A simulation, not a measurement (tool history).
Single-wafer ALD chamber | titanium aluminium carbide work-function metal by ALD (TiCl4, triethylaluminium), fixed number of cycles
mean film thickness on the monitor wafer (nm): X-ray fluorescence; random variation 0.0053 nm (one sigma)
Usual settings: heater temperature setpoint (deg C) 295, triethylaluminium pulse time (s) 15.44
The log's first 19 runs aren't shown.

| run | hour | heater temperature setpoint (deg C) | triethylaluminium pulse time (s) | read-back reference wafer on the same gauge, thickness_nm | mean film thickness on the monitor wafer (nm) |
|---|---|---|---|---|---|
| 20 | 1769.3 | 295 | 15.44 | 1.972 | 2.060 |
| 21 | 1817.1 | 307 | 15.44 | 1.970 | 2.176 |
|  | 1848.4 | gauge calibrated |
|  | 1887.8 | triethylaluminium bottle replaced |
| 22 | 1888.3 | 295 | 15.44 | 1.970 | 2.104 |
| 23 | 2152.0 | 284 | 19.88 | 1.968 | 1.997 |
| 24 | 2214.5 | 295 | 15.44 | 1.970 | 2.097 |
| 25 | 2258.2 | 295 | 15.44 | 1.968 | 2.087 |
| 26 | 2322.6 | 295 | 19.78 | 1.970 | 2.098 |
| 27 | 2406.6 | 309 | 19.69 | 1.969 | 2.262 |
| 28 | 2492.3 | 288 | 19.47 | 1.972 | 2.026 |
| 29 | 2599.7 | 308 | 15.44 | 1.970 | 2.224 |
| 30 | 2680.9 | 295 | 17.70 | 1.971 | 2.103 |
| 31 | 2778.5 | 295 | 12.92 | 1.970 | 2.052 |
| 32 | 2851.3 | 295 | 18.65 | 1.971 | 2.104 |
| 33 | 2932.2 | 307 | 9.90 | 1.970 | 2.052 |
| 34 | 2977.3 | 295 | 15.44 | 1.971 | 2.077 |

Forecast each of these 3 alternatives for the next run:
| A | 2977.7 | 295 | 15.44 | ? | ? |
| B | 2977.7 | 303 | 15.44 | ? | ? |
| C | 2977.7 | 282 | 12.54 | ? | ? |

| run | read-back reference wafer on the same gauge, thickness_nm | mean film thickness on the monitor wafer (nm) |
|---|---|---|
| A | 1.971 | 2.071 |
| B | 1.971 | 2.156 |
| C | 1.971 | 1.894 |
Without the tool's hidden state the same runs would have given:
| run | mean film thickness on the monitor wafer (nm) |
|---|---|
| A | 2.098 |
| B | 2.183 |
| C | 1.940 |
